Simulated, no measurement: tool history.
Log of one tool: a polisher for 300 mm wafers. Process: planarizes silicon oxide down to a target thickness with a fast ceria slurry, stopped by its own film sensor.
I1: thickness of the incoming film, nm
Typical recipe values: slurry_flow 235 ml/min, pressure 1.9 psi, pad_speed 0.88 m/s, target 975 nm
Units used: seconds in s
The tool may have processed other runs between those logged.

{"run": 1, "hour": 0.0, "slurry_flow": 235, "pressure": 1.9, "pad_speed": 0.88, "target": 975, "I1": 1766.6, "seconds": 77.8}
{"run": 2, "hour": 12.7, "slurry_flow": 235, "pressure": 1.9, "pad_speed": 0.88, "target": 975, "I1": 1792.5, "seconds": 81.4}
{"run": 3, "hour": 29.0, "slurry_flow": 235, "pressure": 1.9, "pad_speed": 0.88, "target": 975, "I1": 1754.7, "seconds": 76.2}
{"run": 4, "hour": 63.9, "slurry_flow": 235, "pressure": 1.9, "pad_speed": 0.88, "target": 975, "I1": 1791.2, "seconds": 82.7}
{"run": 5, "hour": 91.1, "slurry_flow": 235, "pressure": 1.9, "pad_speed": 0.88, "target": 975, "I1": 1760.8, "seconds": 78.5}
{"hour": 97.3, "done": "slurry nozzle cleaned"}
{"hour": 121.8, "done": "worn pad replaced by a new one"}
{"run": 6, "hour": 126.5, "slurry_flow": 235, "pressure": 1.9, "pad_speed": 0.88, "target": 975, "I1": 1761.2, "seconds": 78.0}
{"run": 7, "hour": 157.9, "slurry_flow": 235, "pressure": 1.9, "pad_speed": 0.88, "target": 975, "I1": 1754.4, "seconds": 76.2}
{"run": 8, "hour": 189.0, "slurry_flow": 255, "pressure": 1.9, "pad_speed": 0.88, "target": 975, "I1": 1787.3, "seconds": 80.6}
{"run": 9, "hour": 223.6, "slurry_flow": 255, "pressure": 1.9, "pad_speed": 0.88, "target": 975, "I1": 1742.3, "seconds": 74.6}
{"run": 10, "hour": 254.1, "slurry_flow": 255, "pressure": 1.9, "pad_speed": 0.88, "target": 975, "I1": 1736.7, "seconds": 75.9}
{"hour": 275.6, "done": "head pressure recalibrated"}
{"run": 11, "hour": 282.0, "slurry_flow": 235, "pressure": 2.4, "pad_speed": 0.88, "target": 1051, "I1": 1772.7, "seconds": 57.3}
{"run": 12, "hour": 296.2, "slurry_flow": 235, "pressure": 2.4, "pad_speed": 0.88, "target": 1051, "I1": 1765.4, "seconds": 58.1}
{"run": 13, "hour": 317.0, "slurry_flow": 235, "pressure": 1.9, "pad_speed": 0.88, "target": 975, "I1": 1750.9, "seconds": 79.1}
{"hour": 344.4, "done": "worn pad replaced by a new one, of another model than before"}
{"run": 14, "hour": 344.9, "slurry_flow": 235, "pressure": 1.9, "pad_speed": 0.88, "target": 975, "I1": 1783.0, "seconds": 78.6}
{"run": 15, "hour": 368.2, "slurry_flow": 235, "pressure": 1.9, "pad_speed": 0.88, "target": 975, "I1": 1752.1, "seconds": 76.2}
{"hour": 396.2, "done": "slurry nozzle cleaned"}
{"run": 16, "hour": 401.1, "slurry_flow": 235, "pressure": 1.9, "pad_speed": 0.88, "target": 975, "I1": 1783.5, "seconds": 80.3}
{"run": 17, "hour": 433.5, "slurry_flow": 235, "pressure": 1.9, "pad_speed": 0.88, "target": 975, "I1": 1760.0, "seconds": 76.6}
{"run": 18, "hour": 451.7, "slurry_flow": 235, "pressure": 1.9, "pad_speed": 0.88, "target": 975, "I1": 1744.2, "seconds": 76.1}
{"run": 19, "hour": 472.6, "slurry_flow": 185, "pressure": 1.9, "pad_speed": 0.88, "target": 975, "I1": 1787.1, "seconds": 82.8}
{"run": 20, "hour": 508.1, "slurry_flow": 235, "pressure": 1.9, "pad_speed": 0.88, "target": 975, "I1": 1758.1, "seconds": 79.0}
{"run": 21, "hour": 543.3, "slurry_flow": 195, "pressure": 2.3, "pad_speed": 0.7, "target": 975, "I1": 1778.9, "seconds": 81.3}
{"hour": 562.6, "done": "worn pad replaced by a new one"}
{"run": 22, "hour": 578.0, "slurry_flow": 190, "pressure": 2.4, "pad_speed": 0.88, "target": 891, "I1": 1799.1, "seconds": 77.0}
{"run": 23, "hour": 612.1, "slurry_flow": 235, "pressure": 2.2, "pad_speed": 0.88, "target": 1138, "I1": 1774.8, "seconds": 56.2}
{"run": 24, "hour": 626.5, "slurry_flow": 260, "pressure": 1.3, "pad_speed": 0.72, "target": 708, "I1": 1769.1, "seconds": 147.1}
{"run": 25, "hour": 647.4, "slurry_flow": 235, "pressure": 1.9, "pad_speed": 1.06, "target": 975, "I1": 1773.6, "seconds": 71.2}
{"run": 26, "hour": 675.4, "slurry_flow": 215, "pressure": 2.6, "pad_speed": 0.88, "target": 975, "I1": 1743.0, "seconds": 61.2}
{"run": 27, "hour": 693.3, "slurry_flow": 160, "pressure": 1.9, "pad_speed": 1.16, "target": 1120, "I1": 1793.8, "seconds": 59.5}
{"hour": 707.5, "done": "slurry nozzle cleaned"}
{"run": 28, "hour": 720.3, "slurry_flow": 235, "pressure": 1.9, "pad_speed": 0.88, "target": 975, "I1": 1780.3, "seconds": 81.6}
{"run": 29, "hour": 735.6, "slurry_flow": 235, "pressure": 1.9, "pad_speed": 0.88, "target": 975, "I1": 1760.8, "seconds": 79.6}
{"run": 30, "hour": 758.8, "slurry_flow": 235, "pressure": 1.4, "pad_speed": 1.08, "target": 1131, "I1": 1797.7, "seconds": 74.4}
{"run": 31, "hour": 777.1, "slurry_flow": 310, "pressure": 1.9, "pad_speed": 0.88, "target": 975, "I1": 1765.0, "seconds": 80.2}
{"hour": 788.3, "done": "worn pad replaced by a new one"}
{"run": 32, "hour": 790.3, "slurry_flow": 210, "pressure": 1.9, "pad_speed": 0.88, "target": 1058, "I1": 1780.4, "seconds": 72.7}
{"hour": 806.1, "done": "head pressure recalibrated"}
{"run": 33, "hour": 806.6, "slurry_flow": 210, "pressure": 2.1, "pad_speed": 0.64, "target": 1071, "I1": 1755.7, "seconds": 73.9}
{"run": 34, "hour": 834.2, "slurry_flow": 180, "pressure": 1.9, "pad_speed": 0.72, "target": 975, "I1": 1781.7, "seconds": 87.7}
{"run": 35, "hour": 869.2, "slurry_flow": 235, "pressure": 1.9, "pad_speed": 0.88, "target": 1179, "I1": 1738.9, "seconds": 56.2}
{"run": 36, "hour": 894.5, "slurry_flow": 235, "pressure": 1.9, "pad_speed": 0.88, "target": 1128, "I1": 1770.2, "seconds": 64.6}
{"run": 37, "hour": 926.9, "slurry_flow": 160, "pressure": 1.6, "pad_speed": 0.74, "target": 1197, "I1": 1758.9, "seconds": 70.6}
{"run": 38, "hour": 946.4, "slurry_flow": 235, "pressure": 1.9, "pad_speed": 0.88, "target": 975, "I1": 1776.0, "seconds": 81.6}

Alternative continuations, all from the tool just after run 38; predict every row:
{"run": "A", "hour": 946.9, "slurry_flow": 235, "pressure": 1.9, "pad_speed": 1.0, "target": 975, "I1": 1729.0, "seconds": "?"}
{"run": "B", "hour": 946.9, "slurry_flow": 235, "pressure": 1.4, "pad_speed": 0.88, "target": 975, "I1": 1729.0, "seconds": "?"}
{"run": "C", "hour": 946.9, "slurry_flow": 260, "pressure": 1.5, "pad_speed": 0.62, "target": 975, "I1": 1729.0, "seconds": "?"}

run=A seconds=71.9
run=B seconds=93.8
run=C seconds=105.8
Take away the tool's hidden state, keep each run's random variation, and the runs would have read:
run=A seconds=69.8
run=B seconds=91.0
run=C seconds=102.7
